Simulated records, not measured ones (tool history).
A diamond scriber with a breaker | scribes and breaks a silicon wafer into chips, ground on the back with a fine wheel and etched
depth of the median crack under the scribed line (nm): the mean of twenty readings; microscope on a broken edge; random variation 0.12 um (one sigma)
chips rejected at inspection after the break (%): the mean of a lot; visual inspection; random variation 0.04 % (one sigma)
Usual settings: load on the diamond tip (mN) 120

run   hour  load on the diamond tip (mN)  wafers since the last listed run  hours since the diamond tip was replaced  hours since the load on the tip was calibrated  incoming depth of the damage left on the back of the incoming wafer, um  depth of the median crack under the scribed line (nm)  chips rejected at inspection after the break (%)
  1    0.0                           101                                 0                                     165.3                                           439.8                                                                     0.55                                                   8580                                              3.52
  2   13.3                           101                                37                                     178.6                                           453.1                                                                     0.46                                                   8730                                              3.49
  3   28.6                           101                                42                                     193.9                                           468.4                                                                     0.34                                                   8630                                              3.44
  4   46.1                            97                                48                                     211.4                                           485.9                                                                     0.65                                                   8270                                              4.68
  5   75.5                            97                                81                                     240.8                                           515.3                                                                     0.30                                                   8230                                              4.80
  6   90.4                            97                                41                                     255.7                                           530.2                                                                     0.41                                                   8510                                              4.71
     116.6  -- load on the tip recalibrated
  7  122.3                           120                                83                                     287.6                                             5.7                                                                     0.47                                                   9470                                              0.99
  8  137.2                            95                                41                                     302.5                                            20.6                                                                     0.41                                                   8360                                              5.45
  9  167.3                           105                                83                                     332.6                                            50.7                                                                     0.34                                                   8820                                              2.31
     171.2  -- diamond tip replaced by a new one
 10  181.1                            86                                32                                       9.9                                            64.5                                                                     0.32                                                   7690                                              9.67
 11  199.9                            96                                52                                      28.7                                            83.3                                                                     0.32                                                   8190                                              5.15
 12  215.1                           104                                42                                      43.9                                            98.5                                                                     0.64                                                   8870                                              2.56
 13  228.3                           120                                36                                      57.1                                           111.7                                                                     0.68                                                   9610                                              1.11
 14  244.2                           137                                44                                      73.0                                           127.6                                                                     0.73                                                  10240                                              2.48
 15  261.3                           145                                47                                      90.1                                           144.7                                                                     0.64                                                  10870                                              4.20
 16  286.6                           133                                70                                     115.4                                           170.0                                                                     0.34                                                  10000                                              1.90
 17  304.3                           140                                49                                     133.1                                           187.7                                                                     0.43                                                  10440                                              3.01

Hidden state at the last listed run before each entry between runs and at the first one after, where it differs:
Between runs 6 and 7: load on the tip recalibrated (hour 116.6)
  no hidden state differs between the two runs
Between runs 9 and 10: diamond tip replaced by a new one (hour 171.2)
  no hidden state differs between the two runs
